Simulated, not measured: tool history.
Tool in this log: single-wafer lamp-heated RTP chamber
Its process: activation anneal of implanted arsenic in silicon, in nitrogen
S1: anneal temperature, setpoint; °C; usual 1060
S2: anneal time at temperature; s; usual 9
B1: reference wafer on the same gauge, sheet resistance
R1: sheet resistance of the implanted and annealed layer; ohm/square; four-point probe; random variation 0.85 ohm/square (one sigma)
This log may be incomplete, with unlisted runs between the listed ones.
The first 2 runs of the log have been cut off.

run,day,S1,S2,B1,R1
3,0.896,1069,9,454.94,566.11
4,1.179,1069,9,454.58,566.17
5,1.496,1081,8,454.84,563.17
6,2.167,1083,9,454.9,562.51
7,2.517,1083,9,455.23,562.35
# day 2.717: gauge calibrated
8,3.021,1083,9,455.09,563.69
9,3.521,1060,11,454.85,565.56
10,4.138,1060,11,455.09,566.17
11,4.65,1060,7,454.92,569.19
12,5.108,1060,7,455.07,569.2
13,5.579,1060,7,454.84,567.35
# day 6.417: pyrometer window cleaned and pyrometer calibrated
14,6.438,1060,9,455.03,566.63
15,6.654,1045,7,455,569.9
16,7.112,1060,9,454.62,567.36
17,7.771,1060,9,454.96,566.18
18,8.025,1060,13,455.14,565.6
19,8.483,1046,14,454.86,564.28
20,8.938,1060,9,455.07,566.55
21,9.579,1090,4,454.67,568.2
22,10.279,1074,9,455.34,563.75
23,10.654,1087,13,455,559.07
24,11.275,1060,14,454.88,563.76
25,11.638,1085,13,455.02,559.83
26,12.142,1079,9,455.23,563.1

Run 27, settings as shown, results not yet in. Your forecast:
27,12.767,1069,11,?,?

B1: 454.87
R1: 564.64 ohm/square
With no hidden state in the tool, this same run would have given R1 564.64 ohm/square.
